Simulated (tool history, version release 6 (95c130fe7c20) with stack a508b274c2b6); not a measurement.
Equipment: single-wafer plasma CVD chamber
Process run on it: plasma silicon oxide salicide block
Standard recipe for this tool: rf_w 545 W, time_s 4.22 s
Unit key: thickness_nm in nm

| run | hour | rf_w | time_s | read-back reference wafer on the same gauge, thickness_nm | thickness_nm |
|---|---|---|---|---|---|
| 1 | 0 | 490 | 4.47 | 40.89 | 45.698 |
| 2 | 36.9 | 490 | 4.47 | 40.898 | 45.562 |
| 3 | 143.3 | 490 | 4.47 | 40.911 | 45.779 |
| 4 | 189.9 | 545 | 4.22 | 40.891 | 44.267 |
| 5 | 227.7 | 545 | 4.22 | 40.902 | 44.356 |
| 6 | 327.1 | 545 | 4.22 | 40.925 | 44.252 |
| 7 | 428.3 | 545 | 4.22 | 40.911 | 44.189 |
| 8 | 466.6 | 545 | 4.22 | 40.909 | 44.137 |
| 9 | 551.4 | 625 | 3.88 | 40.906 | 41.819 |
| 10 | 653.5 | 625 | 3.88 | 40.9 | 42.049 |
| 11 | 722 | 440 | 3.92 | 40.912 | 38.841 |
| 12 | 773.3 | 545 | 4.22 | 40.897 | 43.993 |
| 13 | 860 | 480 | 3.87 | 40.89 | 39.058 |
|  | 895.5 | gauge calibrated |
| 14 | 924.9 | 545 | 3.62 | 40.921 | 37.717 |
|  | 956.5 | RF generator calibrated |
|  | 1032.4 | showerhead replaced |
| 15 | 1110.9 | 590 | 4.68 | 40.907 | 49.218 |
| 16 | 1166 | 505 | 3.72 | 40.915 | 37.696 |
|  | 1224.2 | RF generator calibrated, repeated, since the last time left the tool worse |
| 17 | 1489.1 | 545 | 3.65 | 40.893 | 38.713 |
| 18 | 1595.6 | 545 | 3.9 | 40.912 | 41.231 |
| 19 | 1700.8 | 505 | 4.82 | 40.896 | 50.036 |
| 20 | 1796.6 | 545 | 4.22 | 40.909 | 44.672 |
| 21 | 1849 | 545 | 4.22 | 40.89 | 44.521 |

Predict each of these 3 candidate next runs independently; none follows another, all start after run 21:
| A | 1849.4 | 545 | 4.22 | ? | ? |
| B | 1849.4 | 610 | 4.22 | ? | ? |
| C | 1849.4 | 575 | 4.88 | ? | ? |

| run | read-back reference wafer on the same gauge, thickness_nm | thickness_nm |
|---|---|---|
| A | 40.907 | 44.723 |
| B | 40.907 | 45.987 |
| C | 40.907 | 52.404 |
With the hidden condition removed and each run's random variation left untouched, the same runs would have given:
| run | thickness_nm |
|---|---|
| A | 44.811 |
| B | 46.077 |
| C | 52.507 |
